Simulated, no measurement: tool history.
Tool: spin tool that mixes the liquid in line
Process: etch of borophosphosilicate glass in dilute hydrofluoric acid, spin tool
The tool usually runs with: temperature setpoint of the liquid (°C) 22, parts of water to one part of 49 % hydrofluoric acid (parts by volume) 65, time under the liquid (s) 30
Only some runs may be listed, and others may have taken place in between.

run,hour,temperature setpoint of the liquid (°C),parts of water to one part of 49 % hydrofluoric acid (parts by volume),time under the liquid (s),wafers since the last listed run,hours since the thermometer was replaced,hours since the hydrofluoric acid flow meter was replaced,hours since the gauge calibration,"read-back film thickness of the borophosphosilicate glass reference wafer, read on the same gauge (nm)",thickness taken off the borophosphosilicate glass on a monitor wafer (angstrom)
1,0,22,65,30,0,1004,252.6,231.4,40.02,380.4
# hour 0.6: thermometer replaced
2,95.1,22,65,30,1463,94.5,347.7,326.5,39.99,364.5
3,142.1,22,65,30,727,141.5,394.7,373.5,40.01,368.4
4,184.7,22,65,30,659,184.1,437.3,416.1,39.98,371.4
5,222,22,65,30,577,221.4,474.6,453.4,40.03,369
6,313.8,22,65,30,1421,313.2,566.4,545.2,40,371
7,389.5,22,65,30,1171,388.9,642.1,620.9,39.97,370.6
8,448.7,22,65,30,916,448.1,701.3,680.1,39.96,369.8
9,504.6,22,65,30,865,504,757.2,736,39.98,371.3
10,567,22,65,30,966,566.4,819.6,798.4,40,375.4
11,668.8,22,65,30,1576,668.2,921.4,900.2,40.01,373.4
12,743,22,65,30,1148,742.4,995.6,974.4,39.98,372
13,799.2,24.5,85,30,870,798.6,1051.8,1030.6,39.98,308.9
14,842.3,24.5,85,30,667,841.7,1094.9,1073.7,40.01,310.9
15,939.1,25,65,30,1498,938.5,1191.7,1170.5,39.97,428.7
16,1016.3,22,85,40,1195,1015.7,1268.9,1247.7,40,379.9
# hour 1059.3: thermometer replaced
17,1060.9,27,80,20,675,1.6,1313.5,1292.3,40,236.5
18,1144.1,22,35,30,1288,84.8,1396.7,1375.5,40,706.6
19,1228,26.5,45,30,1298,168.7,1480.6,1459.4,39.99,654.4
20,1326.5,22,65,50,1524,267.2,1579.1,1557.9,40.02,616.2
# hour 1329.4: gauge calibrated
21,1392.5,22,65,35,1021,333.2,1645.1,63.1,40.04,426.9
22,1441.3,19,55,30,755,382,1693.9,111.9,40.03,392
# hour 1680.6: hydrofluoric acid flow meter replaced
23,1735.7,20,50,20,4542,676.4,55.1,406.3,40.01,307.9
24,1807.2,22,65,30,1106,747.9,126.6,477.8,39.97,377.6
25,1890,19,65,15,1281,830.7,209.4,560.6,40,169.1
26,1978.5,18.5,75,30,1370,919.2,297.9,649.1,40.01,280.2
27,2053.6,22,65,30,1162,994.3,373,724.2,40.01,381.8
# hour 2068.4: thermometer replaced
28,2145.8,25.5,40,25,1411,77.4,465.2,816.4,39.99,589.3

Here are 4 independent what-if runs from the current tool condition. What would each one return?
A,2146.2,22,65,30,6,77.8,465.6,816.8,?,?
B,2146.2,22,75,25,6,77.8,465.6,816.8,?,?
C,2146.2,22,50,50,6,77.8,465.6,816.8,?,?
D,2146.2,25.5,55,45,6,77.8,465.6,816.8,?,?

run,"read-back film thickness of the borophosphosilicate glass reference wafer, read on the same gauge (nm)",thickness taken off the borophosphosilicate glass on a monitor wafer (angstrom)
A,39.99,365.2
B,39.99,260.5
C,39.99,806.3
D,39.99,756.7
Stripped of hidden state, with their random variation kept, the same runs would have yielded:
run,thickness taken off the borophosphosilicate glass on a monitor wafer (angstrom)
A,362.9
B,258.9
C,801.2
D,752.2

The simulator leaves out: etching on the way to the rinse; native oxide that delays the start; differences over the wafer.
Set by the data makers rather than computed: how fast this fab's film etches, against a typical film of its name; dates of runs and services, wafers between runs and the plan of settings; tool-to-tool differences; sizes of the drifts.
